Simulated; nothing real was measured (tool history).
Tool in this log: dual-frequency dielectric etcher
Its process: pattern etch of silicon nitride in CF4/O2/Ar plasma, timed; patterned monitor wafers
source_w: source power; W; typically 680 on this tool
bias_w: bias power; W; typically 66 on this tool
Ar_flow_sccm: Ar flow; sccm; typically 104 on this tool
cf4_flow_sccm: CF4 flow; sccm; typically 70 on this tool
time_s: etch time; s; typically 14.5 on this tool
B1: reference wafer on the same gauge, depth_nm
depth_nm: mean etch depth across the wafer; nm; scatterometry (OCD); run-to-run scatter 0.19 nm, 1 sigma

Run 1, hour 0: usual settings; B1 43.59. Result: depth_nm 37.18 nm.
Run 2, hour 24.9: usual settings; B1 43.57. Result: depth_nm 37.02 nm.
Run 3, hour 61: usual settings; B1 43.62. Result: depth_nm 37.4 nm.
Run 4, hour 113.9: usual settings; B1 43.56. Result: depth_nm 37.21 nm.
Run 5, hour 138.6: usual settings; B1 43.56. Result: depth_nm 37.13 nm.
Run 6, hour 194.6: usual settings but bias_w 59 W; B1 43.65. Result: depth_nm 36.38 nm.
Run 7, hour 235.8: usual settings but bias_w 59 W; B1 43.59. Result: depth_nm 36.05 nm.
At hour 260.6: source power generator calibrated.
At hour 269.2: bias power generator calibrated.
At hour 274.4: Ar flow controller replaced.
Run 8, hour 275.4: usual settings but Ar_flow_sccm 122 sccm, time_s 16.5 s; B1 43.59. Result: depth_nm 41.05 nm.
At hour 301.6: CF4 flow controller replaced.
At hour 319.3: gauge calibrated.
Run 9, hour 323.3: usual settings but source_w 810 W, cf4_flow_sccm 62 sccm; B1 43.58. Result: depth_nm 43.27 nm.
At hour 352.1: wet clean of the chamber.
At hour 384.2: upper electrode replaced.
Run 10, hour 389.7: usual settings but source_w 840 W, bias_w 81 W, Ar_flow_sccm 114 sccm, time_s 13 s; B1 43.63. Result: depth_nm 42.17 nm.
Run 11, hour 445.5: usual settings but bias_w 59 W; B1 43.61. Result: depth_nm 36.07 nm.
Run 12, hour 491.2: usual settings but Ar_flow_sccm 93 sccm, cf4_flow_sccm 53 sccm, time_s 16 s; B1 43.61. Result: depth_nm 41.3 nm.
Run 13, hour 529.3: usual settings; B1 43.58. Result: depth_nm 37.28 nm.
Run 14, hour 561.9: usual settings but bias_w 74 W, Ar_flow_sccm 115 sccm, cf4_flow_sccm 62 sccm, time_s 17 s; B1 43.6. Result: depth_nm 43.43 nm.

Predict each of these 5 candidate next runs independently; none follows another, all start after run 14:
Run A, hour 562.3: usual settings; B1 ?. Result: depth_nm ?.
Run B, hour 562.3: usual settings but cf4_flow_sccm 64 sccm; B1 ?. Result: depth_nm ?.
Run C, hour 562.3: usual settings but bias_w 74 W, cf4_flow_sccm 63 sccm; B1 ?. Result: depth_nm ?.
Run D, hour 562.3: usual settings but bias_w 53 W, cf4_flow_sccm 62 sccm; B1 ?. Result: depth_nm ?.
Run E, hour 562.3: usual settings but source_w 820 W, bias_w 73 W, Ar_flow_sccm 125 sccm, cf4_flow_sccm 59 sccm; B1 ?. Result: depth_nm ?.

run     B1  depth_nm
  A  43.62     37.06
  B  43.62     36.76
  C  43.62     37.73
  D  43.62     34.94
  E  43.62      42.9
What these runs would have given with no unlogged condition in the tool:
run  depth_nm
  A     37.06
  B     36.76
  C     37.73
  D     34.94
  E      42.9
